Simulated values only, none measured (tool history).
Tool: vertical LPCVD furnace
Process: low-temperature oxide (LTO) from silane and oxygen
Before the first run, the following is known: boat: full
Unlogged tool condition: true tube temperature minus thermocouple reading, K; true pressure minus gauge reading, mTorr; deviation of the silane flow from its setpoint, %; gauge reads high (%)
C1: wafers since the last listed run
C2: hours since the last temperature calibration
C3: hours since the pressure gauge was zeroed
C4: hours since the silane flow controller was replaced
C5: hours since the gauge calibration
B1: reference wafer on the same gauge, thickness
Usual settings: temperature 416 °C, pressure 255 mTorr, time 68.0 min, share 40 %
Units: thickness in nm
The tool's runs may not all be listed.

{"run": 1, "day": 0.0, "temperature": 416, "pressure": 255, "time": 68.0, "share": 40, "C1": 0, "C2": 555.4, "C3": 2928.8, "C4": 5143.4, "C5": 630.9, "B1": 808.29, "thickness": 899.65}
{"run": 2, "day": 1.788, "temperature": 416, "pressure": 255, "time": 68.0, "share": 40, "C1": 289, "C2": 598.3, "C3": 2971.7, "C4": 5186.3, "C5": 673.8, "B1": 807.32, "thickness": 910.68}
{"run": 3, "day": 3.775, "temperature": 416, "pressure": 255, "time": 68.0, "share": 40, "C1": 322, "C2": 646.0, "C3": 3019.4, "C4": 5234.0, "C5": 721.5, "B1": 808.04, "thickness": 906.18}
{"run": 4, "day": 5.592, "temperature": 416, "pressure": 255, "time": 68.0, "share": 40, "C1": 294, "C2": 689.6, "C3": 3063.0, "C4": 5277.6, "C5": 765.1, "B1": 808.22, "thickness": 905.13}
{"run": 5, "day": 7.158, "temperature": 416, "pressure": 255, "time": 68.0, "share": 40, "C1": 254, "C2": 727.2, "C3": 3100.6, "C4": 5315.2, "C5": 802.7, "B1": 807.88, "thickness": 903.66}
{"run": 6, "day": 9.625, "temperature": 416, "pressure": 255, "time": 68.0, "share": 40, "C1": 400, "C2": 786.4, "C3": 3159.8, "C4": 5374.4, "C5": 861.9, "B1": 807.44, "thickness": 908.97}
{"run": 7, "day": 11.838, "temperature": 416, "pressure": 225, "time": 68.0, "share": 40, "C1": 358, "C2": 839.5, "C3": 3212.9, "C4": 5427.5, "C5": 915.0, "B1": 807.31, "thickness": 800.29}
{"run": 8, "day": 12.946, "temperature": 416, "pressure": 225, "time": 68.0, "share": 40, "C1": 179, "C2": 866.1, "C3": 3239.5, "C4": 5454.1, "C5": 941.6, "B1": 808.32, "thickness": 813.89}
{"run": 9, "day": 15.412, "temperature": 416, "pressure": 225, "time": 68.0, "share": 40, "C1": 400, "C2": 925.3, "C3": 3298.7, "C4": 5513.3, "C5": 1000.8, "B1": 807.5, "thickness": 806.83}
{"run": 10, "day": 17.917, "temperature": 416, "pressure": 255, "time": 68.0, "share": 35, "C1": 406, "C2": 985.4, "C3": 3358.8, "C4": 5573.4, "C5": 1060.9, "B1": 808.97, "thickness": 770.93}
{"run": 11, "day": 20.088, "temperature": 416, "pressure": 255, "time": 68.0, "share": 35, "C1": 352, "C2": 1037.5, "C3": 3410.9, "C4": 5625.5, "C5": 1113.0, "B1": 807.56, "thickness": 775.94}
{"run": 12, "day": 22.462, "temperature": 416, "pressure": 255, "time": 68.0, "share": 40, "C1": 385, "C2": 1094.5, "C3": 3467.9, "C4": 5682.5, "C5": 1170.0, "B1": 808.52, "thickness": 911.52}
{"run": 13, "day": 23.704, "temperature": 416, "pressure": 255, "time": 68.0, "share": 40, "C1": 201, "C2": 1124.3, "C3": 3497.7, "C4": 5712.3, "C5": 1199.8, "B1": 808.48, "thickness": 913.05}
{"run": 14, "day": 25.65, "temperature": 416, "pressure": 255, "time": 68.0, "share": 40, "C1": 315, "C2": 1171.0, "C3": 3544.4, "C4": 5759.0, "C5": 1246.5, "B1": 809.39, "thickness": 909.1}
{"run": 15, "day": 26.85, "temperature": 416, "pressure": 255, "time": 55.0, "share": 40, "C1": 194, "C2": 1199.8, "C3": 3573.2, "C4": 5787.8, "C5": 1275.3, "B1": 808.54, "thickness": 738.12}
{"run": 16, "day": 29.579, "temperature": 416, "pressure": 255, "time": 68.0, "share": 40, "C1": 442, "C2": 1265.3, "C3": 3638.7, "C4": 5853.3, "C5": 1340.8, "B1": 807.23, "thickness": 911.29}
{"run": 17, "day": 31.904, "temperature": 423, "pressure": 255, "time": 91.0, "share": 37, "C1": 377, "C2": 1321.1, "C3": 3694.5, "C4": 5909.1, "C5": 1396.6, "B1": 808.31, "thickness": 1196.27}
{"run": 18, "day": 34.15, "temperature": 424, "pressure": 290, "time": 88.0, "share": 46, "C1": 364, "C2": 1375.0, "C3": 3748.4, "C4": 5963.0, "C5": 1450.5, "B1": 808.59, "thickness": 1674.18}
{"run": 19, "day": 35.371, "temperature": 416, "pressure": 255, "time": 68.0, "share": 40, "C1": 198, "C2": 1404.3, "C3": 3777.7, "C4": 5992.3, "C5": 1479.8, "B1": 808.42, "thickness": 920.5}
{"run": 20, "day": 37.004, "temperature": 425, "pressure": 230, "time": 92.0, "share": 46, "C1": 264, "C2": 1443.5, "C3": 3816.9, "C4": 6031.5, "C5": 1519.0, "B1": 808.97, "thickness": 1422.46}
{"day": 43.062, "done": "gauge calibrated"}
{"day": 44.233, "done": "thermocouples replaced and temperature profile calibrated"}
{"run": 21, "day": 44.696, "temperature": 416, "pressure": 280, "time": 54.5, "share": 45, "C1": 1085, "C2": 11.1, "C3": 4001.5, "C4": 6216.1, "C5": 39.2, "B1": 807.38, "thickness": 908.1}
{"run": 22, "day": 46.104, "temperature": 425, "pressure": 230, "time": 92.0, "share": 46, "C1": 228, "C2": 44.9, "C3": 4035.3, "C4": 6249.9, "C5": 73.0, "B1": 807.77, "thickness": 1427.2}
{"run": 23, "day": 48.792, "temperature": 423, "pressure": 255, "time": 91.0, "share": 37, "C1": 435, "C2": 109.4, "C3": 4099.8, "C4": 6314.4, "C5": 137.5, "B1": 808.74, "thickness": 1215.69}
{"day": 50.875, "done": "pressure gauge zeroed"}
{"run": 24, "day": 50.896, "temperature": 422, "pressure": 255, "time": 56.0, "share": 40, "C1": 179, "C2": 159.9, "C3": 0.5, "C4": 6364.9, "C5": 188.0, "B1": 808.0, "thickness": 769.0}
{"day": 52.396, "done": "silane flow controller replaced"}
{"run": 25, "day": 53.354, "temperature": 416, "pressure": 305, "time": 57.0, "share": 40, "C1": 236, "C2": 218.9, "C3": 59.5, "C4": 23.0, "C5": 247.0, "B1": 807.14, "thickness": 896.53}
{"run": 26, "day": 54.921, "temperature": 416, "pressure": 255, "time": 68.0, "share": 45, "C1": 254, "C2": 256.5, "C3": 97.1, "C4": 60.6, "C5": 284.6, "B1": 807.98, "thickness": 1003.47}
{"run": 27, "day": 56.042, "temperature": 416, "pressure": 255, "time": 43.0, "share": 40, "C1": 181, "C2": 283.4, "C3": 124.0, "C4": 87.5, "C5": 311.5, "B1": 806.88, "thickness": 557.76}
{"run": 28, "day": 57.35, "temperature": 416, "pressure": 255, "time": 68.0, "share": 40, "C1": 212, "C2": 314.8, "C3": 155.4, "C4": 118.9, "C5": 342.9, "B1": 807.88, "thickness": 883.16}
{"run": 29, "day": 59.258, "temperature": 427, "pressure": 255, "time": 68.0, "share": 40, "C1": 309, "C2": 360.6, "C3": 201.2, "C4": 164.7, "C5": 388.7, "B1": 808.81, "thickness": 989.44}
{"run": 30, "day": 66.533, "temperature": 423, "pressure": 280, "time": 47.0, "share": 43, "C1": 1180, "C2": 535.2, "C3": 375.8, "C4": 339.3, "C5": 563.3, "B1": 806.87, "thickness": 774.93}
{"run": 31, "day": 69.512, "temperature": 428, "pressure": 200, "time": 44.0, "share": 45, "C1": 483, "C2": 606.7, "C3": 447.3, "C4": 410.8, "C5": 634.8, "B1": 808.32, "thickness": 570.01}

The logged runs with the hidden state left out (each run's random variation unchanged):
run=1 thickness=872.02
run=2 thickness=882.32
run=3 thickness=877.53
run=4 thickness=876.11
run=5 thickness=874.34
run=6 thickness=878.93
run=7 thickness=769.97
run=8 thickness=782.82
run=9 thickness=775.48
run=10 thickness=743.91
run=11 thickness=748.34
run=12 thickness=878.57
run=13 thickness=879.78
run=14 thickness=875.55
run=15 thickness=710.67
run=16 thickness=876.80
run=17 thickness=1150.33
run=18 thickness=1616.58
run=19 thickness=884.39
run=20 thickness=1360.24
run=21 thickness=873.69
run=22 thickness=1361.37
run=23 thickness=1164.10
run=24 thickness=766.90
run=25 thickness=894.00
run=26 thickness=999.68
run=27 thickness=555.50
run=28 thickness=879.27
run=29 thickness=984.60
run=30 thickness=770.16
run=31 thickness=564.56
